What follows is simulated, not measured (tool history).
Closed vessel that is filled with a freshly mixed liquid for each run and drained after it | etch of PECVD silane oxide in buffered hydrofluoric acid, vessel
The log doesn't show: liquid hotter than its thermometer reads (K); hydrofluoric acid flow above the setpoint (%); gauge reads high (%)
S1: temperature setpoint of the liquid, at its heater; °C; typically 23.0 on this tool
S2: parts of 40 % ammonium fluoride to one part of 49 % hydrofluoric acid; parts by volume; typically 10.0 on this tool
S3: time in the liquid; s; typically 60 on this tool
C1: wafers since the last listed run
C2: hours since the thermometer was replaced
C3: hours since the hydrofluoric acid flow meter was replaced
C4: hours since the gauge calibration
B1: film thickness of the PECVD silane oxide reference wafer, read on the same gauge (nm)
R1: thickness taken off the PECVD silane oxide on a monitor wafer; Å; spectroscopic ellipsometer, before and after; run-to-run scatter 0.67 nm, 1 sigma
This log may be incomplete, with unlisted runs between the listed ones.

run	hour	S1	S2	S3	C1	C2	C3	C4	B1	R1
1	0.0	23.0	10.0	60	0	507.8	1800.4	1069.0	90.01	1998.9
2	61.0	24.5	10.0	60	5520	568.8	1861.4	1130.0	90.00	2186.1
3	124.9	24.5	10.0	60	5782	632.7	1925.3	1193.9	90.02	2185.0
4	189.6	23.0	10.0	60	5855	697.4	1990.0	1258.6	90.00	2018.8
5	233.4	23.0	10.0	60	3963	741.2	2033.8	1302.4	90.01	2020.5
6	265.0	23.0	10.0	60	2859	772.8	2065.4	1334.0	89.99	2026.2
# hour 284.1: thermometer replaced
7	303.9	23.0	10.0	60	3429	19.8	2104.3	1372.9	90.00	2106.0
# hour 309.7: hydrofluoric acid flow meter replaced
8	375.8	23.0	10.0	60	6416	91.7	66.1	1444.8	90.02	2106.3
9	445.2	23.0	10.0	85	6280	161.1	135.5	1514.2	90.02	3031.4
10	503.5	23.0	10.0	85	5275	219.4	193.8	1572.5	90.00	3032.4
11	534.5	23.0	10.0	85	2805	250.4	224.8	1603.5	89.98	3044.2
12	597.5	19.5	8.0	40	5701	313.4	287.8	1666.5	90.00	1436.8
# hour 624.0: thermometer replaced, repeated, since the last time left the tool worse
13	667.6	23.0	10.0	60	6253	43.6	357.9	1736.6	90.02	1940.1
14	695.0	20.0	12.0	85	2479	71.0	385.3	1764.0	90.01	1949.5
15	733.9	23.0	10.0	60	3520	109.9	424.2	1802.9	90.00	1928.4
# hour 736.4: gauge calibrated
16	791.7	23.0	7.0	60	5230	167.7	482.0	55.3	89.99	2739.4
17	826.7	23.0	10.0	90	3167	202.7	517.0	90.3	90.00	2898.7
18	878.1	20.5	13.0	40	4651	254.1	568.4	141.7	90.00	882.3
19	930.8	20.0	10.0	60	4769	306.8	621.1	194.4	90.01	1664.5
20	980.4	25.5	7.5	30	4488	356.4	670.7	244.0	90.01	1465.5
21	1016.7	23.0	10.0	60	3285	392.7	707.0	280.3	90.00	1981.4
22	1084.6	19.5	10.0	60	6144	460.6	774.9	348.2	90.01	1645.2
23	1122.0	24.5	10.0	30	3384	498.0	812.3	385.6	90.00	1080.9
24	1183.2	25.5	10.0	60	5538	559.2	873.5	446.8	90.01	2281.2
25	1211.3	19.0	10.0	60	2542	587.3	901.6	474.9	89.99	1598.8
26	1255.9	18.0	8.0	60	4036	631.9	946.2	519.5	90.00	1830.3
27	1299.4	21.5	8.5	50	3936	675.4	989.7	563.0	90.03	1749.4
# hour 1352.6: thermometer replaced
28	1371.1	23.0	10.0	60	6398	18.5	1061.4	634.7	89.98	1929.8
29	1435.3	23.0	10.0	60	5809	82.7	1125.6	698.9	89.99	1945.7
30	1491.1	25.0	10.0	35	5049	138.5	1181.4	754.7	89.99	1261.1

Run 31, settings as shown, results not yet in. Your forecast:
31	1553.5	24.5	10.0	45	5647	200.9	1243.8	817.1	?	?

B1: 90.01
R1: 1586.7 Å
Minus the tool's unlogged condition, the same run would have read R1 1564.5 Å.
